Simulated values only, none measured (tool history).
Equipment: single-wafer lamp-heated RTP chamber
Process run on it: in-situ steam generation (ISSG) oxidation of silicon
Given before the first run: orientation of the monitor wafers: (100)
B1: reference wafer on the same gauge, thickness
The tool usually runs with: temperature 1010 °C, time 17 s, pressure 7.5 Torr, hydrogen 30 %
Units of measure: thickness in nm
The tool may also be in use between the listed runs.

{"run": 1, "day": 0.0, "temperature": 1010, "time": 17, "pressure": 7.5, "hydrogen": 24, "B1": 6.219, "thickness": 5.989}
{"run": 2, "day": 2.096, "temperature": 1010, "time": 17, "pressure": 7.5, "hydrogen": 24, "B1": 6.219, "thickness": 5.969}
{"run": 3, "day": 4.933, "temperature": 1010, "time": 17, "pressure": 7.5, "hydrogen": 24, "B1": 6.215, "thickness": 5.888}
{"day": 14.067, "done": "pyrometer window cleaned and pyrometer calibrated"}
{"run": 4, "day": 14.504, "temperature": 1005, "time": 17, "pressure": 7.5, "hydrogen": 30, "B1": 6.201, "thickness": 6.217}
{"run": 5, "day": 17.254, "temperature": 1005, "time": 17, "pressure": 7.5, "hydrogen": 30, "B1": 6.208, "thickness": 6.143}
{"run": 6, "day": 21.212, "temperature": 1010, "time": 17, "pressure": 6.9, "hydrogen": 30, "B1": 6.198, "thickness": 6.38}
{"run": 7, "day": 25.542, "temperature": 1024, "time": 17, "pressure": 7.5, "hydrogen": 30, "B1": 6.212, "thickness": 6.799}
{"run": 8, "day": 29.35, "temperature": 1010, "time": 17, "pressure": 8.1, "hydrogen": 30, "B1": 6.221, "thickness": 6.583}
{"run": 9, "day": 31.833, "temperature": 1010, "time": 17, "pressure": 8.1, "hydrogen": 30, "B1": 6.213, "thickness": 6.702}
{"day": 32.6, "done": "pyrometer window cleaned and pyrometer calibrated"}
{"day": 33.025, "done": "hydrogen flow controller replaced"}
{"run": 10, "day": 34.033, "temperature": 1010, "time": 17, "pressure": 8.1, "hydrogen": 30, "B1": 6.201, "thickness": 6.245}
{"day": 34.8, "done": "pressure gauge zeroed"}
{"run": 11, "day": 36.742, "temperature": 1010, "time": 17, "pressure": 7.5, "hydrogen": 30, "B1": 6.22, "thickness": 6.261}
{"run": 12, "day": 40.688, "temperature": 1010, "time": 17, "pressure": 7.5, "hydrogen": 30, "B1": 6.224, "thickness": 6.303}
{"run": 13, "day": 44.321, "temperature": 1024, "time": 22, "pressure": 6.9, "hydrogen": 21, "B1": 6.22, "thickness": 7.136}
{"day": 48.025, "done": "pyrometer window cleaned and pyrometer calibrated"}
{"run": 14, "day": 48.396, "temperature": 1010, "time": 17, "pressure": 7.5, "hydrogen": 30, "B1": 6.23, "thickness": 6.296}
{"run": 15, "day": 52.712, "temperature": 1010, "time": 17, "pressure": 7.5, "hydrogen": 32, "B1": 6.214, "thickness": 6.435}
{"day": 55.392, "done": "gauge calibrated"}
{"run": 16, "day": 55.562, "temperature": 1010, "time": 22, "pressure": 6.9, "hydrogen": 30, "B1": 6.211, "thickness": 7.1}
{"run": 17, "day": 59.042, "temperature": 1010, "time": 17, "pressure": 7.5, "hydrogen": 30, "B1": 6.219, "thickness": 6.357}
{"run": 18, "day": 63.433, "temperature": 1010, "time": 17, "pressure": 7.5, "hydrogen": 30, "B1": 6.214, "thickness": 6.537}
{"day": 66.738, "done": "pyrometer window cleaned and pyrometer calibrated"}
{"run": 19, "day": 67.262, "temperature": 1027, "time": 17, "pressure": 7.5, "hydrogen": 30, "B1": 6.23, "thickness": 6.812}
{"run": 20, "day": 68.821, "temperature": 997, "time": 17, "pressure": 7.5, "hydrogen": 32, "B1": 6.211, "thickness": 6.101}
{"run": 21, "day": 72.075, "temperature": 1004, "time": 17, "pressure": 7.0, "hydrogen": 30, "B1": 6.214, "thickness": 6.17}
{"run": 22, "day": 74.829, "temperature": 1026, "time": 19, "pressure": 7.5, "hydrogen": 30, "B1": 6.208, "thickness": 7.231}
{"run": 23, "day": 78.767, "temperature": 1010, "time": 17, "pressure": 8.5, "hydrogen": 30, "B1": 6.22, "thickness": 6.362}
{"run": 24, "day": 81.404, "temperature": 1010, "time": 17, "pressure": 8.1, "hydrogen": 27, "B1": 6.232, "thickness": 6.325}

4 ways to go on from here, each from the tool as it stands after run 24. What would each give?
{"run": "A", "day": 81.421, "temperature": 1010, "time": 22, "pressure": 7.5, "hydrogen": 30, "B1": "?", "thickness": "?"}
{"run": "B", "day": 81.421, "temperature": 1010, "time": 17, "pressure": 8.1, "hydrogen": 32, "B1": "?", "thickness": "?"}
{"run": "C", "day": 81.421, "temperature": 992, "time": 14, "pressure": 6.9, "hydrogen": 21, "B1": "?", "thickness": "?"}
{"run": "D", "day": 81.421, "temperature": 1021, "time": 17, "pressure": 8.0, "hydrogen": 27, "B1": "?", "thickness": "?"}

run=A B1=6.211 thickness=7.425
run=B B1=6.211 thickness=6.670
run=C B1=6.211 thickness=5.070
run=D B1=6.211 thickness=6.705
Without the tool's unlogged condition, the same runs would have read:
run=A thickness=7.113
run=B thickness=6.408
run=C thickness=4.903
run=D thickness=6.424

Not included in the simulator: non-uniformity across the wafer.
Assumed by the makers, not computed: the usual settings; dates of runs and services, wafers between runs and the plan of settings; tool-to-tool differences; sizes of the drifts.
